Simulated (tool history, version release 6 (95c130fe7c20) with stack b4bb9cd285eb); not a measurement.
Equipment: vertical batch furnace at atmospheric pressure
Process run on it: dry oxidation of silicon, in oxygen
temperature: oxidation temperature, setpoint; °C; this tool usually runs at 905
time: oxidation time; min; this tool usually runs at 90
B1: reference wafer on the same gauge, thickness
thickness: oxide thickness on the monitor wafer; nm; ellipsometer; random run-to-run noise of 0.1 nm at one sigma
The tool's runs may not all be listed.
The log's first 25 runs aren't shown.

run 26 day=17.642 | temperature=896 time=111.5 | B1=74.62 | thickness=69.08
run 27 day=18.192 | temperature=923 time=90 | B1=74.58 | thickness=73.65
run 28 day=19.154 | temperature=888 time=107.5 | B1=74.59 | thickness=65.59
run 29 day=19.729 | temperature=923 time=116.5 | B1=74.59 | thickness=81.95
run 30 day=20.242 | temperature=895 time=74 | B1=74.62 | thickness=60.31
run 31 day=20.796 | temperature=905 time=90 | B1=74.55 | thickness=67.27
run 32 day=21.45 | temperature=883 time=52.5 | B1=74.59 | thickness=52.87
run 33 day=22.304 | temperature=928 time=134.5 | B1=74.61 | thickness=89.95
run 34 day=22.671 | temperature=905 time=130 | B1=74.61 | thickness=77.18
run 35 day=23.288 | temperature=890 time=76 | B1=74.62 | thickness=59.47
run 36 day=24.054 | temperature=892 time=49 | B1=74.57 | thickness=53.76
run 37 day=25.004 | temperature=905 time=60.5 | B1=74.61 | thickness=59.39
run 38 day=25.838 | temperature=897 time=90 | B1=74.59 | thickness=64.73

Alternative continuations, all from the tool just after run 38; predict every row:
run A day=26.083 | temperature=905 time=53 | B1=? | thickness=?
run B day=26.083 | temperature=905 time=70 | B1=? | thickness=?
run C day=26.083 | temperature=886 time=130.5 | B1=? | thickness=?
run D day=26.083 | temperature=924 time=128.5 | B1=? | thickness=?
run E day=26.083 | temperature=883 time=48 | B1=? | thickness=?

run=A B1=74.62 thickness=57.38
run=B B1=74.62 thickness=62.08
run=C B1=74.62 thickness=69.69
run=D B1=74.62 thickness=86.43
run=E B1=74.62 thickness=52.14
Take away the tool's hidden state, keep each run's random variation, and the runs would have read:
run=A thickness=56.87
run=B thickness=61.44
run=C thickness=68.81
run=D thickness=85.25
run=E thickness=51.78
